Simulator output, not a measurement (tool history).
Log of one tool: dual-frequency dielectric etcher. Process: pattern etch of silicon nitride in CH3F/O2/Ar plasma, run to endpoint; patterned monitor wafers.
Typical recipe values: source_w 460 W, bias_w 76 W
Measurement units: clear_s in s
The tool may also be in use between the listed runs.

run	hour	source_w	bias_w	incoming incoming film thickness, nm	clear_s
1	0.0	540	88	24.18	28.6
2	57.8	460	85	24.08	30.5
3	110.4	460	76	24.37	31.8
4	157.8	460	76	24.06	31.7
5	203.5	460	72	24.07	31.4
6	227.8	460	72	24.05	31.6
# hour 296.7: upper electrode replaced, of another model than before
7	345.2	460	72	23.90	31.1
8	397.0	390	72	24.12	32.1
# hour 454.8: bias power generator calibrated
9	463.3	460	76	24.03	30.4
10	534.7	460	76	24.10	30.6
11	582.0	420	76	24.18	31.3
# hour 634.8: wet clean of the chamber
12	635.3	460	76	24.18	32.2
13	650.9	530	88	24.12	29.7
14	678.5	460	76	24.27	32.2
15	747.1	350	62	24.23	34.7
16	791.5	430	93	24.19	30.7
17	846.1	420	85	24.48	31.6
18	886.8	530	76	24.06	29.6
19	955.5	460	68	24.05	31.3
# hour 1024.2: source power generator calibrated
20	1116.8	420	67	24.24	32.2
21	1167.9	540	65	24.21	30.0
22	1202.8	420	89	24.25	29.9
# hour 1255.5: wet clean of the chamber
23	1272.7	460	76	24.06	31.7
24	1307.7	460	76	24.13	31.4
25	1412.8	380	84	24.27	32.0
26	1444.9	460	76	24.06	30.7
27	1487.3	500	58	24.27	32.8
28	1524.7	390	82	24.24	31.9
29	1590.1	460	67	24.19	31.3
30	1673.0	410	76	24.12	31.7
31	1742.2	460	71	24.13	31.2
32	1788.7	460	76	24.26	30.6
# hour 1813.0: wet clean of the chamber
33	1837.9	410	65	24.25	33.9
34	1868.7	360	76	24.02	33.2

Alternative continuations, all from the tool just after run 34; predict every row:
A	1869.1	460	76	24.22	?
B	1869.1	350	83	24.22	?
C	1869.1	460	94	24.22	?
D	1869.1	460	57	24.22	?
E	1869.1	580	76	24.22	?

run	clear_s
A	32.0
B	33.2
C	30.5
D	33.9
E	30.4
Without the tool's unlogged condition, the same runs would have read:
run	clear_s
A	32.3
B	33.4
C	30.7
D	34.2
E	30.6
